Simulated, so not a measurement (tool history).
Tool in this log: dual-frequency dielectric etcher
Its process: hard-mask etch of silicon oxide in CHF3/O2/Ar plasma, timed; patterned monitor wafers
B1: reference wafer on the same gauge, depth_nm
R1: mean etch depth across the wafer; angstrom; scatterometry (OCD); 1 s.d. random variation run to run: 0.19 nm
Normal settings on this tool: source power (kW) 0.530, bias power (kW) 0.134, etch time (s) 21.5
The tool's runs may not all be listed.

Run 1, hour 0.0: usual settings; B1 41.58. Result: R1 401.8 angstrom.
Run 2, hour 29.2: usual settings but etch time (s) 23.0; B1 41.61. Result: R1 424.4 angstrom.
Run 3, hour 119.5: usual settings but etch time (s) 23.0; B1 41.60. Result: R1 420.7 angstrom.
Run 4, hour 154.6: usual settings but etch time (s) 23.0; B1 41.63. Result: R1 424.4 angstrom.
Run 5, hour 169.8: usual settings but source power (kW) 0.490; B1 41.62. Result: R1 380.8 angstrom.
Run 6, hour 198.3: usual settings but etch time (s) 18.5; B1 41.62. Result: R1 341.5 angstrom.
Run 7, hour 216.2: usual settings but etch time (s) 18.5; B1 41.57. Result: R1 337.4 angstrom.
At hour 236.3: gauge calibrated.
Run 8, hour 242.8: usual settings but source power (kW) 0.440; B1 41.62. Result: R1 354.8 angstrom.
Run 9, hour 277.1: usual settings; B1 41.58. Result: R1 395.6 angstrom.
Run 10, hour 290.4: usual settings; B1 41.57. Result: R1 390.4 angstrom.
Run 11, hour 319.4: usual settings; B1 41.64. Result: R1 392.6 angstrom.
Run 12, hour 348.9: usual settings; B1 41.63. Result: R1 390.6 angstrom.
Run 13, hour 372.7: usual settings; B1 41.64. Result: R1 385.9 angstrom.
Run 14, hour 391.0: usual settings; B1 41.61. Result: R1 390.0 angstrom.
At hour 416.3: upper electrode replaced.
Run 15, hour 416.8: usual settings but source power (kW) 0.630, bias power (kW) 0.117; B1 41.54. Result: R1 408.7 angstrom.
Run 16, hour 431.3: usual settings; B1 41.55. Result: R1 390.1 angstrom.
At hour 474.7: bias power generator calibrated.
At hour 491.6: source power generator calibrated.
At hour 494.5: wet clean of the chamber.
Run 17, hour 495.0: usual settings but bias power (kW) 0.115; B1 41.59. Result: R1 386.1 angstrom.
Run 18, hour 495.3: usual settings; B1 41.61. Result: R1 398.1 angstrom.
Run 19, hour 505.5: usual settings but etch time (s) 17.0; B1 41.54. Result: R1 317.6 angstrom.
Run 20, hour 540.2: usual settings but source power (kW) 0.440, bias power (kW) 0.103; B1 41.59. Result: R1 340.2 angstrom.
Run 21, hour 576.0: usual settings but etch time (s) 16.5; B1 41.60. Result: R1 304.0 angstrom.
Run 22, hour 596.0: usual settings but source power (kW) 0.460; B1 41.62. Result: R1 371.1 angstrom.
Run 23, hour 611.6: usual settings but source power (kW) 0.630, bias power (kW) 0.115, etch time (s) 25.0; B1 41.56. Result: R1 482.5 angstrom.
Run 24, hour 642.6: usual settings but etch time (s) 23.5; B1 41.61. Result: R1 434.8 angstrom.
Run 25, hour 662.9: usual settings but source power (kW) 0.460, bias power (kW) 0.166, etch time (s) 26.5; B1 41.66. Result: R1 482.0 angstrom.
Run 26, hour 696.4: usual settings but source power (kW) 0.470; B1 41.64. Result: R1 372.3 angstrom.

Exercise: give the hidden state of the tool at every run:
source power that arrives over what is set, %: 0 across all the runs
bias power that arrives over what is set, %: 0 across all the runs
gauge reads high (%): 0 across all the runs
H1: etch rate over this chamber's usual, %
run       H1
  1  -0.0953
  2   -0.269
  3   -0.804
  4    -1.01
  5     -1.1
  6    -1.27
  7    -1.38
  8    -1.54
  9    -1.74
 10    -1.82
 11    -1.99
 12    -2.17
 13    -2.31
 14    -2.41
 15    -2.57
 16    -2.65
 17    0.236
 18    0.234
 19    0.173
 20  -0.0324
 21   -0.245
 22   -0.363
 23   -0.456
 24    -0.64
 25    -0.76
 26   -0.959

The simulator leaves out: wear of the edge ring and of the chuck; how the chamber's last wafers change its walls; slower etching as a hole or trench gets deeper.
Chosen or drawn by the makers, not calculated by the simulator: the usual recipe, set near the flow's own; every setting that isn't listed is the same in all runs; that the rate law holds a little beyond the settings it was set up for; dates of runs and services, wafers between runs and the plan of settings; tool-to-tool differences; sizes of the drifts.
